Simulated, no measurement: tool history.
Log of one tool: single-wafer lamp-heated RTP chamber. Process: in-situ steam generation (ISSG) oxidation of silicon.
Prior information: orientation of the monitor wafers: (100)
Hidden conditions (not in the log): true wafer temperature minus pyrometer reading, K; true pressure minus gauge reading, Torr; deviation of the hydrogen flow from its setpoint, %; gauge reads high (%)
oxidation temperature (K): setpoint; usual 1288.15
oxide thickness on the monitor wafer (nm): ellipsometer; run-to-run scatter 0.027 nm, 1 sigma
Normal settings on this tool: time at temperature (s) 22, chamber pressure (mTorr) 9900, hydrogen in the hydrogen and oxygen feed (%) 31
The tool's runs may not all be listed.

| run | hour | oxidation temperature (K) | time at temperature (s) | chamber pressure (mTorr) | hydrogen in the hydrogen and oxygen feed (%) | wafers since the last listed run | wafers since the last pyrometer calibration | hours since the pressure gauge was zeroed | hours since the hydrogen flow controller was replaced | hours since the gauge calibration | read-back reference wafer on the same gauge, thickness | oxide thickness on the monitor wafer (nm) |
|---|---|---|---|---|---|---|---|---|---|---|---|---|
| 1 | 0.0 | 1295.15 | 24 | 9900 | 31 | 0 | 4842 | 3316.5 | 4169.5 | 474.0 | 6.836 | 7.314 |
| 2 | 14.6 | 1295.15 | 24 | 9900 | 31 | 189 | 5031 | 3331.1 | 4184.1 | 488.6 | 6.851 | 7.288 |
| 3 | 27.3 | 1288.15 | 22 | 9900 | 31 | 164 | 5195 | 3343.8 | 4196.8 | 501.3 | 6.846 | 6.804 |
| 4 | 58.1 | 1288.15 | 22 | 9900 | 31 | 398 | 5594 | 3374.6 | 4227.6 | 532.1 | 6.828 | 6.832 |
| 5 | 86.7 | 1288.15 | 22 | 9900 | 31 | 370 | 5965 | 3403.2 | 4256.2 | 560.7 | 6.851 | 6.844 |
| 6 | 150.5 | 1288.15 | 22 | 9900 | 31 | 826 | 6791 | 3467.0 | 4320.0 | 624.5 | 6.832 | 6.913 |
| 7 | 174.0 | 1288.15 | 22 | 9900 | 31 | 304 | 7095 | 3490.5 | 4343.5 | 648.0 | 6.837 | 6.902 |
| 8 | 207.0 | 1288.15 | 26 | 9900 | 31 | 427 | 7522 | 3523.5 | 4376.5 | 681.0 | 6.825 | 7.494 |
| 9 | 225.4 | 1288.15 | 26 | 9900 | 31 | 238 | 7761 | 3541.9 | 4394.9 | 699.4 | 6.851 | 7.501 |
| 10 | 258.8 | 1288.15 | 26 | 9900 | 31 | 432 | 8193 | 3575.3 | 4428.3 | 732.8 | 6.832 | 7.544 |
|  | 285.1 | pyrometer window cleaned and pyrometer calibrated |
| 11 | 288.5 | 1288.15 | 13 | 10200 | 31 | 281 | 43 | 3605.0 | 4458.0 | 762.5 | 6.832 | 5.269 |
| 12 | 311.8 | 1288.15 | 22 | 9900 | 31 | 301 | 345 | 3628.3 | 4481.3 | 785.8 | 6.848 | 6.782 |
| 13 | 326.3 | 1288.15 | 22 | 10200 | 32 | 187 | 533 | 3642.8 | 4495.8 | 800.3 | 6.826 | 6.751 |
| 14 | 344.0 | 1288.15 | 22 | 9900 | 25 | 229 | 762 | 3660.5 | 4513.5 | 818.0 | 6.850 | 6.465 |
|  | 380.8 | pressure gauge zeroed |
| 15 | 381.3 | 1288.15 | 25 | 10200 | 31 | 379 | 1141 | 0.5 | 4550.8 | 855.3 | 6.851 | 7.162 |
|  | 397.2 | hydrogen flow controller replaced |
| 16 | 397.7 | 1288.15 | 22 | 9900 | 31 | 108 | 1250 | 16.9 | 0.5 | 871.7 | 6.845 | 6.780 |
| 17 | 429.3 | 1288.15 | 22 | 9900 | 31 | 409 | 1659 | 48.5 | 32.1 | 903.3 | 6.841 | 6.764 |
| 18 | 446.4 | 1288.15 | 22 | 9900 | 21 | 221 | 1881 | 65.6 | 49.2 | 920.4 | 6.831 | 6.220 |
| 19 | 472.7 | 1288.15 | 22 | 10200 | 31 | 340 | 2221 | 91.9 | 75.5 | 946.7 | 6.843 | 6.723 |
| 20 | 494.4 | 1268.15 | 22 | 9500 | 32 | 281 | 2502 | 113.6 | 97.2 | 968.4 | 6.837 | 6.302 |
|  | 503.1 | gauge calibrated |
| 21 | 514.8 | 1273.15 | 26 | 10200 | 31 | 264 | 2767 | 134.0 | 117.6 | 11.7 | 6.840 | 6.814 |
| 22 | 543.5 | 1301.15 | 22 | 9900 | 31 | 371 | 3138 | 162.7 | 146.3 | 40.4 | 6.854 | 7.232 |
| 23 | 579.3 | 1288.15 | 22 | 8600 | 31 | 463 | 3602 | 198.5 | 182.1 | 76.2 | 6.828 | 6.993 |
| 24 | 597.2 | 1301.15 | 22 | 10200 | 32 | 231 | 3834 | 216.4 | 200.0 | 94.1 | 6.844 | 7.256 |
| 25 | 616.9 | 1282.15 | 16 | 8600 | 32 | 255 | 4089 | 236.1 | 219.7 | 113.8 | 6.851 | 5.933 |
| 26 | 641.3 | 1288.15 | 22 | 9900 | 31 | 315 | 4405 | 260.5 | 244.1 | 138.2 | 6.843 | 6.840 |
| 27 | 673.6 | 1305.15 | 28 | 9300 | 31 | 418 | 4823 | 292.8 | 276.4 | 170.5 | 6.834 | 8.472 |
| 28 | 704.1 | 1280.15 | 29 | 10200 | 24 | 394 | 5218 | 323.3 | 306.9 | 201.0 | 6.851 | 7.112 |
| 29 | 720.0 | 1303.15 | 17 | 10200 | 31 | 205 | 5424 | 339.2 | 322.8 | 216.9 | 6.839 | 6.458 |
| 30 | 741.0 | 1288.15 | 22 | 9900 | 31 | 271 | 5696 | 360.2 | 343.8 | 237.9 | 6.835 | 6.828 |
| 31 | 762.9 | 1288.15 | 22 | 9900 | 32 | 283 | 5979 | 382.1 | 365.7 | 259.8 | 6.842 | 6.910 |
| 32 | 788.8 | 1288.15 | 22 | 10200 | 23 | 335 | 6315 | 408.0 | 391.6 | 285.7 | 6.843 | 6.384 |

Per-run results on a tool with no hidden state, each run keeping its own random variation:
| run | oxide thickness on the monitor wafer (nm) |
|---|---|
| 1 | 7.231 |
| 2 | 7.200 |
| 3 | 6.721 |
| 4 | 6.738 |
| 5 | 6.739 |
| 6 | 6.778 |
| 7 | 6.756 |
| 8 | 7.310 |
| 9 | 7.306 |
| 10 | 7.327 |
| 11 | 5.256 |
| 12 | 6.763 |
| 13 | 6.731 |
| 14 | 6.446 |
| 15 | 7.136 |
| 16 | 6.755 |
| 17 | 6.736 |
| 18 | 6.192 |
| 19 | 6.688 |
| 20 | 6.271 |
| 21 | 6.774 |
| 22 | 7.176 |
| 23 | 6.934 |
| 24 | 7.185 |
| 25 | 5.880 |
| 26 | 6.764 |
| 27 | 8.349 |
| 28 | 7.009 |
| 29 | 6.358 |
| 30 | 6.716 |
| 31 | 6.787 |
| 32 | 6.261 |
